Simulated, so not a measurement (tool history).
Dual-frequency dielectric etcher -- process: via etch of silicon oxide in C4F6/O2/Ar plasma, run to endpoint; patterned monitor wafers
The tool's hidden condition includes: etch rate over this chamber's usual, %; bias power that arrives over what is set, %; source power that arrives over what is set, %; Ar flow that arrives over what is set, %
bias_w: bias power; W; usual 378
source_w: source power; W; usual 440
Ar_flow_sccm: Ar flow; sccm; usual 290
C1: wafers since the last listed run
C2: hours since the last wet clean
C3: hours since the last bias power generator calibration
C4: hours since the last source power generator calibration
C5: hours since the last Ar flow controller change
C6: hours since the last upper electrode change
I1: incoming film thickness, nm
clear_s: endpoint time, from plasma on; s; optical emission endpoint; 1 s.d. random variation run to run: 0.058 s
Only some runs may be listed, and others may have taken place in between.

{"run": 1, "day": 0.0, "bias_w": 378, "source_w": 440, "Ar_flow_sccm": 290, "C1": 0, "C2": 20.4, "C3": 2235.7, "C4": 2263.2, "C5": 1147.4, "C6": 2069.6, "I1": 81.6, "clear_s": 19.4}
{"run": 2, "day": 2.325, "bias_w": 378, "source_w": 440, "Ar_flow_sccm": 290, "C1": 904, "C2": 76.2, "C3": 2291.5, "C4": 2319.0, "C5": 1203.2, "C6": 2125.4, "I1": 81.8, "clear_s": 19.5}
{"run": 3, "day": 6.367, "bias_w": 378, "source_w": 440, "Ar_flow_sccm": 290, "C1": 1571, "C2": 173.2, "C3": 2388.5, "C4": 2416.0, "C5": 1300.2, "C6": 2222.4, "I1": 81.4, "clear_s": 19.4}
{"run": 4, "day": 10.483, "bias_w": 378, "source_w": 440, "Ar_flow_sccm": 290, "C1": 1600, "C2": 272.0, "C3": 2487.3, "C4": 2514.8, "C5": 1399.0, "C6": 2321.2, "I1": 81.7, "clear_s": 19.5}
{"day": 15.029, "done": "upper electrode replaced"}
{"run": 5, "day": 15.05, "bias_w": 378, "source_w": 440, "Ar_flow_sccm": 290, "C1": 1386, "C2": 381.6, "C3": 2596.9, "C4": 2624.4, "C5": 1508.6, "C6": 0.5, "I1": 81.4, "clear_s": 19.4}
{"run": 6, "day": 16.246, "bias_w": 378, "source_w": 360, "Ar_flow_sccm": 290, "C1": 464, "C2": 410.3, "C3": 2625.6, "C4": 2653.1, "C5": 1537.3, "C6": 29.2, "I1": 83.0, "clear_s": 22.1}
{"run": 7, "day": 19.512, "bias_w": 378, "source_w": 360, "Ar_flow_sccm": 290, "C1": 1270, "C2": 488.7, "C3": 2704.0, "C4": 2731.5, "C5": 1615.7, "C6": 107.6, "I1": 82.4, "clear_s": 22.0}
{"day": 20.183, "done": "bias power generator calibrated"}
{"day": 21.25, "done": "wet clean of the chamber"}
{"run": 8, "day": 23.704, "bias_w": 378, "source_w": 440, "Ar_flow_sccm": 290, "C1": 1176, "C2": 58.9, "C3": 84.5, "C4": 2832.1, "C5": 1716.3, "C6": 208.2, "I1": 81.9, "clear_s": 19.6}
{"day": 25.733, "done": "source power generator calibrated"}
{"run": 9, "day": 25.767, "bias_w": 378, "source_w": 440, "Ar_flow_sccm": 290, "C1": 737, "C2": 108.4, "C3": 134.0, "C4": 0.8, "C5": 1765.8, "C6": 257.7, "I1": 81.5, "clear_s": 19.0}
{"run": 10, "day": 27.488, "bias_w": 378, "source_w": 440, "Ar_flow_sccm": 290, "C1": 669, "C2": 149.7, "C3": 175.3, "C4": 42.1, "C5": 1807.1, "C6": 299.0, "I1": 82.5, "clear_s": 19.3}
{"run": 11, "day": 30.392, "bias_w": 378, "source_w": 480, "Ar_flow_sccm": 290, "C1": 1129, "C2": 219.4, "C3": 245.0, "C4": 111.8, "C5": 1876.8, "C6": 368.7, "I1": 82.0, "clear_s": 18.4}
{"day": 30.771, "done": "Ar flow controller replaced"}
{"run": 12, "day": 33.625, "bias_w": 439, "source_w": 340, "Ar_flow_sccm": 290, "C1": 1160, "C2": 297.0, "C3": 322.6, "C4": 189.4, "C5": 68.5, "C6": 446.3, "I1": 82.3, "clear_s": 20.2}
{"run": 13, "day": 35.562, "bias_w": 378, "source_w": 440, "Ar_flow_sccm": 290, "C1": 753, "C2": 343.5, "C3": 369.1, "C4": 235.9, "C5": 115.0, "C6": 492.8, "I1": 82.1, "clear_s": 19.0}
{"run": 14, "day": 39.646, "bias_w": 346, "source_w": 440, "Ar_flow_sccm": 253, "C1": 1587, "C2": 441.5, "C3": 467.1, "C4": 333.9, "C5": 213.0, "C6": 590.8, "I1": 82.0, "clear_s": 19.4}
{"day": 43.092, "done": "wet clean of the chamber"}
{"run": 15, "day": 44.042, "bias_w": 378, "source_w": 440, "Ar_flow_sccm": 290, "C1": 1320, "C2": 22.8, "C3": 572.6, "C4": 439.4, "C5": 318.5, "C6": 696.3, "I1": 81.7, "clear_s": 18.8}
{"run": 16, "day": 46.079, "bias_w": 378, "source_w": 440, "Ar_flow_sccm": 290, "C1": 792, "C2": 71.7, "C3": 621.5, "C4": 488.3, "C5": 367.4, "C6": 745.2, "I1": 82.4, "clear_s": 19.1}
{"run": 17, "day": 55.992, "bias_w": 444, "source_w": 370, "Ar_flow_sccm": 336, "C1": 3854, "C2": 309.6, "C3": 859.4, "C4": 726.2, "C5": 605.3, "C6": 983.1, "I1": 81.5, "clear_s": 19.6}
{"run": 18, "day": 59.442, "bias_w": 450, "source_w": 510, "Ar_flow_sccm": 334, "C1": 1341, "C2": 392.4, "C3": 942.2, "C4": 809.0, "C5": 688.1, "C6": 1065.9, "I1": 82.6, "clear_s": 16.8}
{"day": 61.65, "done": "wet clean of the chamber"}
{"run": 19, "day": 61.671, "bias_w": 440, "source_w": 340, "Ar_flow_sccm": 237, "C1": 477, "C2": 0.5, "C3": 995.7, "C4": 862.5, "C5": 741.6, "C6": 1119.4, "I1": 82.5, "clear_s": 19.7}
{"run": 20, "day": 62.962, "bias_w": 378, "source_w": 440, "Ar_flow_sccm": 320, "C1": 502, "C2": 31.5, "C3": 1026.7, "C4": 893.5, "C5": 772.6, "C6": 1150.4, "I1": 83.2, "clear_s": 19.7}
{"run": 21, "day": 67.108, "bias_w": 378, "source_w": 440, "Ar_flow_sccm": 290, "C1": 1612, "C2": 131.0, "C3": 1126.2, "C4": 993.0, "C5": 872.1, "C6": 1249.9, "I1": 81.6, "clear_s": 18.9}
{"run": 22, "day": 71.262, "bias_w": 422, "source_w": 550, "Ar_flow_sccm": 332, "C1": 1615, "C2": 230.7, "C3": 1225.9, "C4": 1092.7, "C5": 971.8, "C6": 1349.6, "I1": 82.1, "clear_s": 16.7}
{"run": 23, "day": 73.538, "bias_w": 349, "source_w": 410, "Ar_flow_sccm": 327, "C1": 884, "C2": 285.3, "C3": 1280.5, "C4": 1147.3, "C5": 1026.4, "C6": 1404.2, "I1": 81.7, "clear_s": 21.1}
{"run": 24, "day": 77.896, "bias_w": 316, "source_w": 370, "Ar_flow_sccm": 290, "C1": 1694, "C2": 389.9, "C3": 1385.1, "C4": 1251.9, "C5": 1131.0, "C6": 1508.8, "I1": 80.9, "clear_s": 22.8}

Run 25 has not been measured yet. What should we expect?
{"run": 25, "day": 80.362, "bias_w": 378, "source_w": 440, "Ar_flow_sccm": 290, "C1": 959, "C2": 449.1, "C3": 1444.3, "C4": 1311.1, "C5": 1190.2, "C6": 1568.0, "I1": 81.7, "clear_s": "?"}

Run 25 yielded clear_s 19.1 s.
If the tool had no hidden condition, the same run with the same run-to-run variation would have returned clear_s 18.8 s.
